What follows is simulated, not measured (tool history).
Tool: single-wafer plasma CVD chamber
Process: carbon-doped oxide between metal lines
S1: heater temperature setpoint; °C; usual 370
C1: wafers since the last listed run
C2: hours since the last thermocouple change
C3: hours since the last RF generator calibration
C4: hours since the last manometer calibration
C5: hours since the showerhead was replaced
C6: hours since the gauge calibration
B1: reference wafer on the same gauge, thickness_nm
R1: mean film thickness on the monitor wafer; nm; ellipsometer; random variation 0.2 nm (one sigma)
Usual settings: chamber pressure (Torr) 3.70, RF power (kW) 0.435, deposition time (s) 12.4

run 1 day=0.000 | S1=370 chamber_pressure_(Torr)=3.70 RF_power_(kW)=0.435 deposition_time_(s)=12.4 | C1=0 C2=358.3 C3=530.1 C4=1761.6 C5=2213.3 C6=993.6 | B1=57.817 | R1=54.780
run 2 day=2.779 | S1=370 chamber_pressure_(Torr)=3.70 RF_power_(kW)=0.435 deposition_time_(s)=12.4 | C1=1440 C2=425.0 C3=596.8 C4=1828.3 C5=2280.0 C6=1060.3 | B1=57.790 | R1=54.535
run 3 day=4.321 | S1=370 chamber_pressure_(Torr)=3.70 RF_power_(kW)=0.435 deposition_time_(s)=12.4 | C1=799 C2=462.0 C3=633.8 C4=1865.3 C5=2317.0 C6=1097.3 | B1=57.773 | R1=54.263
run 4 day=8.088 | S1=370 chamber_pressure_(Torr)=3.70 RF_power_(kW)=0.365 deposition_time_(s)=12.4 | C1=1952 C2=552.4 C3=724.2 C4=1955.7 C5=2407.4 C6=1187.7 | B1=57.729 | R1=46.302
run 5 day=10.150 | S1=370 chamber_pressure_(Torr)=3.70 RF_power_(kW)=0.365 deposition_time_(s)=12.4 | C1=1069 C2=601.9 C3=773.7 C4=2005.2 C5=2456.9 C6=1237.2 | B1=57.788 | R1=46.165
run 6 day=14.438 | S1=370 chamber_pressure_(Torr)=3.70 RF_power_(kW)=0.435 deposition_time_(s)=12.4 | C1=2222 C2=704.8 C3=876.6 C4=2108.1 C5=2559.8 C6=1340.1 | B1=57.812 | R1=54.065
run 7 day=16.954 | S1=370 chamber_pressure_(Torr)=3.33 RF_power_(kW)=0.435 deposition_time_(s)=12.4 | C1=1304 C2=765.2 C3=937.0 C4=2168.5 C5=2620.2 C6=1400.5 | B1=57.771 | R1=53.349
run 8 day=22.354 | S1=370 chamber_pressure_(Torr)=3.70 RF_power_(kW)=0.435 deposition_time_(s)=12.4 | C1=2798 C2=894.8 C3=1066.6 C4=2298.1 C5=2749.8 C6=1530.1 | B1=57.742 | R1=53.480
run 9 day=25.208 | S1=370 chamber_pressure_(Torr)=3.70 RF_power_(kW)=0.435 deposition_time_(s)=12.4 | C1=1479 C2=963.3 C3=1135.1 C4=2366.6 C5=2818.3 C6=1598.6 | B1=57.837 | R1=53.392
-- day=27.117 RF generator calibrated
run 10 day=27.138 | S1=370 chamber_pressure_(Torr)=3.70 RF_power_(kW)=0.435 deposition_time_(s)=12.4 | C1=827 C2=1009.6 C3=0.5 C4=2412.9 C5=2864.6 C6=1644.9 | B1=57.829 | R1=54.422
-- day=31.121 capacitance manometer re-zeroed and calibrated
run 11 day=31.142 | S1=370 chamber_pressure_(Torr)=3.70 RF_power_(kW)=0.435 deposition_time_(s)=12.4 | C1=1902 C2=1105.7 C3=96.6 C4=0.5 C5=2960.7 C6=1741.0 | B1=57.811 | R1=54.602
run 12 day=32.821 | S1=370 chamber_pressure_(Torr)=3.70 RF_power_(kW)=0.435 deposition_time_(s)=12.4 | C1=870 C2=1146.0 C3=136.9 C4=40.8 C5=3001.0 C6=1781.3 | B1=57.732 | R1=54.837
run 13 day=36.379 | S1=370 chamber_pressure_(Torr)=3.70 RF_power_(kW)=0.435 deposition_time_(s)=12.4 | C1=1844 C2=1231.4 C3=222.3 C4=126.2 C5=3086.4 C6=1866.7 | B1=57.828 | R1=54.636
run 14 day=42.475 | S1=378 chamber_pressure_(Torr)=3.70 RF_power_(kW)=0.435 deposition_time_(s)=12.4 | C1=3159 C2=1377.7 C3=368.6 C4=272.5 C5=3232.7 C6=2013.0 | B1=57.864 | R1=53.710
run 15 day=45.167 | S1=383 chamber_pressure_(Torr)=4.07 RF_power_(kW)=0.435 deposition_time_(s)=10.7 | C1=1395 C2=1442.3 C3=433.2 C4=337.1 C5=3297.3 C6=2077.6 | B1=57.806 | R1=46.289
-- day=47.421 gauge calibrated
run 16 day=48.883 | S1=370 chamber_pressure_(Torr)=3.70 RF_power_(kW)=0.480 deposition_time_(s)=12.4 | C1=1926 C2=1531.5 C3=522.4 C4=426.3 C5=3386.5 C6=35.1 | B1=57.752 | R1=59.065
run 17 day=59.662 | S1=361 chamber_pressure_(Torr)=4.56 RF_power_(kW)=0.515 deposition_time_(s)=14.6 | C1=5587 C2=1790.2 C3=781.1 C4=685.0 C5=3645.2 C6=293.8 | B1=57.836 | R1=76.229
run 18 day=62.458 | S1=378 chamber_pressure_(Torr)=4.59 RF_power_(kW)=0.435 deposition_time_(s)=12.4 | C1=1449 C2=1857.3 C3=848.2 C4=752.1 C5=3712.3 C6=360.9 | B1=57.752 | R1=54.326
-- day=66.108 showerhead replaced
run 19 day=66.129 | S1=370 chamber_pressure_(Torr)=4.43 RF_power_(kW)=0.505 deposition_time_(s)=11.3 | C1=1729 C2=1945.4 C3=936.3 C4=840.2 C5=0.5 C6=449.0 | B1=57.771 | R1=56.356
-- day=68.912 thermocouple changed; heater temperature recalibrated
run 20 day=69.275 | S1=381 chamber_pressure_(Torr)=3.70 RF_power_(kW)=0.495 deposition_time_(s)=12.4 | C1=1457 C2=8.7 C3=1011.8 C4=915.7 C5=76.0 C6=524.5 | B1=57.825 | R1=57.583
run 21 day=71.400 | S1=379 chamber_pressure_(Torr)=4.13 RF_power_(kW)=0.520 deposition_time_(s)=10.6 | C1=1101 C2=59.7 C3=1062.8 C4=966.7 C5=127.0 C6=575.5 | B1=57.764 | R1=51.606
-- day=72.929 RF generator calibrated
run 22 day=74.692 | S1=360 chamber_pressure_(Torr)=2.85 RF_power_(kW)=0.465 deposition_time_(s)=13.4 | C1=1533 C2=138.7 C3=42.3 C4=1045.7 C5=206.0 C6=654.5 | B1=57.769 | R1=62.757
run 23 day=76.800 | S1=379 chamber_pressure_(Torr)=3.11 RF_power_(kW)=0.400 deposition_time_(s)=13.8 | C1=1092 C2=189.3 C3=92.9 C4=1096.3 C5=256.6 C6=705.1 | B1=57.729 | R1=54.535
run 24 day=80.617 | S1=370 chamber_pressure_(Torr)=3.70 RF_power_(kW)=0.435 deposition_time_(s)=12.4 | C1=1978 C2=280.9 C3=184.5 C4=1187.9 C5=348.2 C6=796.7 | B1=57.780 | R1=54.745
run 25 day=83.371 | S1=379 chamber_pressure_(Torr)=2.88 RF_power_(kW)=0.375 deposition_time_(s)=11.0 | C1=1427 C2=347.0 C3=250.6 C4=1254.0 C5=414.3 C6=862.8 | B1=57.753 | R1=40.973
run 26 day=85.508 | S1=370 chamber_pressure_(Torr)=4.58 RF_power_(kW)=0.380 deposition_time_(s)=12.4 | C1=1107 C2=398.3 C3=301.9 C4=1305.3 C5=465.6 C6=914.1 | B1=57.773 | R1=49.934
run 27 day=87.946 | S1=366 chamber_pressure_(Torr)=3.70 RF_power_(kW)=0.435 deposition_time_(s)=12.4 | C1=1263 C2=456.8 C3=360.4 C4=1363.8 C5=524.1 C6=972.6 | B1=57.751 | R1=55.316
run 28 day=92.312 | S1=384 chamber_pressure_(Torr)=4.19 RF_power_(kW)=0.355 deposition_time_(s)=14.0 | C1=2263 C2=561.6 C3=465.2 C4=1468.6 C5=628.9 C6=1077.4 | B1=57.781 | R1=50.382

4 ways to go on from here, each from the tool as it stands after run 28. What would each give?
run A day=92.329 | S1=370 chamber_pressure_(Torr)=3.70 RF_power_(kW)=0.500 deposition_time_(s)=12.4 | C1=8 C2=562.0 C3=465.6 C4=1469.0 C5=629.3 C6=1077.8 | B1=? | R1=?
run B day=92.329 | S1=370 chamber_pressure_(Torr)=4.39 RF_power_(kW)=0.515 deposition_time_(s)=12.4 | C1=8 C2=562.0 C3=465.6 C4=1469.0 C5=629.3 C6=1077.8 | B1=? | R1=?
run C day=92.329 | S1=362 chamber_pressure_(Torr)=4.25 RF_power_(kW)=0.435 deposition_time_(s)=12.4 | C1=8 C2=562.0 C3=465.6 C4=1469.0 C5=629.3 C6=1077.8 | B1=? | R1=?
run D day=92.329 | S1=377 chamber_pressure_(Torr)=3.70 RF_power_(kW)=0.410 deposition_time_(s)=12.4 | C1=8 C2=562.0 C3=465.6 C4=1469.0 C5=629.3 C6=1077.8 | B1=? | R1=?

run=A B1=57.789 R1=60.899
run=B B1=57.789 R1=63.429
run=C B1=57.789 R1=56.713
run=D B1=57.789 R1=50.962
Without the tool's hidden state the same runs would have given:
run=A R1=61.297
run=B R1=63.843
run=C R1=57.150
run=D R1=51.354
